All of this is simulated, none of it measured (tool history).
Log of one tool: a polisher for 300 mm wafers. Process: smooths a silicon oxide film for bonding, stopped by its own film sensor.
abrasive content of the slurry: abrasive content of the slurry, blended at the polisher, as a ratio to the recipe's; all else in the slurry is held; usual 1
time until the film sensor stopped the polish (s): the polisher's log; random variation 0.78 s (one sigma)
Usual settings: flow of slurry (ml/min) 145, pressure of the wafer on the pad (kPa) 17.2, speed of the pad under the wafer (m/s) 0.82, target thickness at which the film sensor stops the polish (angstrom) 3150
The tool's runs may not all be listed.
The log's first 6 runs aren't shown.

run,hour,flow of slurry (ml/min),pressure of the wafer on the pad (kPa),speed of the pad under the wafer (m/s),abrasive content of the slurry,target thickness at which the film sensor stops the polish (angstrom),wafers since the last listed run,wafers polished on this pad,hours since the slurry nozzle was cleaned,hours since the head pressure was calibrated,hours since the slurry blender was calibrated,"incoming thickness of the incoming film, nm",time until the film sensor stopped the polish (s)
7,145.7,145,17.2,0.82,1,3150,136,570,78.3,427.4,229.4,367.8,61.4
# hour 179.9: slurry blender recalibrated
8,180.4,145,17.2,0.82,1,3150,369,939,113,462.1,0.5,376.9,72.1
9,198,145,17.2,0.82,1,3150,198,1138,130.6,479.7,18.1,368.4,62.8
10,221.7,145,17.2,0.82,1,3030,267,1405,154.3,503.4,41.8,373.9,86.2
# hour 273.4: slurry nozzle cleaned
11,281.7,145,17.2,0.82,1,3150,666,2072,8.3,563.4,101.8,370,67.9
12,297.8,145,14.5,0.82,1,3330,181,2253,24.4,579.5,117.9,375.6,57.9
13,319,145,17.2,0.82,1,3150,239,2493,45.6,600.7,139.1,369.6,67.3
# hour 329.1: worn pad replaced by a new one, of another model than before
14,355,190,17.2,0.82,0.9,3150,361,292,81.6,636.7,175.1,369.6,66.1
15,390.6,145,20.7,0.72,1.1,3030,401,694,117.2,672.3,210.7,363.3,64.4
# hour 454.9: slurry blender recalibrated
16,463.8,145,13.8,0.64,1.25,3050,803,1498,190.4,745.5,8.9,371.9,88.5
# hour 481.5: slurry nozzle cleaned
17,489.6,145,23.4,0.82,1,3150,280,1778,8.1,771.3,34.7,368.3,53.3
# hour 499.5: head pressure recalibrated
18,504,145,17.2,0.82,1,3150,140,1918,22.5,4.5,49.1,371.1,67
19,526.2,145,17.2,0.82,1,3150,250,2169,44.7,26.7,71.3,370.8,67
20,545.3,120,17.2,0.82,1.2,3150,215,2384,63.8,45.8,90.4,363.9,53
# hour 580.7: worn pad replaced by a new one
21,581.2,145,17.2,0.82,1,2980,360,5,99.7,81.7,126.3,376.6,91.3
22,597,185,22.8,0.92,1.3,3150,178,183,115.5,97.5,142.1,368.5,40.1
23,618.3,145,12.4,0.94,1.25,3030,240,424,136.8,118.8,163.4,370.7,72.1
24,652.1,145,17.2,0.82,1,3150,381,806,170.6,152.6,197.2,378.3,73.6
25,671.8,145,17.2,0.82,1,3150,222,1028,190.3,172.3,216.9,369.2,63.5
26,683.9,145,17.2,0.82,1,3310,136,1165,202.4,184.4,229,368,44.5
# hour 694.2: slurry nozzle cleaned
27,707,145,17.2,0.82,1,3150,249,1414,12.8,207.5,252.1,372.5,67.1
28,737.6,145,13.8,0.82,0.7,3150,345,1760,43.4,238.1,282.7,368.2,106.2
# hour 764.2: slurry blender recalibrated
29,767.5,145,17.2,0.82,1,3150,315,2075,73.3,268,3.3,374.6,72.4
30,789.8,130,19.3,0.82,1,3270,251,2326,95.6,290.3,25.6,370.5,49.9
# hour 820.4: worn pad replaced by a new one
31,820.9,145,17.2,0.82,1,3080,305,6,126.7,321.4,56.7,370.4,69.7

3 ways to go on from here, each from the tool as it stands after run 31. What would each give?
A,821.3,145,17.2,0.82,1,3150,4,10,127.1,321.8,57.1,370.3,?
B,821.3,145,17.2,0.66,1,3150,4,10,127.1,321.8,57.1,370.3,?
C,821.3,145,17.2,0.82,0.9,3030,4,10,127.1,321.8,57.1,370.3,?

run,time until the film sensor stopped the polish (s)
A,62.8
B,72.2
C,83.5
Without the tool's hidden state the same runs would have given:
run,time until the film sensor stopped the polish (s)
A,62.7
B,72
C,83.4

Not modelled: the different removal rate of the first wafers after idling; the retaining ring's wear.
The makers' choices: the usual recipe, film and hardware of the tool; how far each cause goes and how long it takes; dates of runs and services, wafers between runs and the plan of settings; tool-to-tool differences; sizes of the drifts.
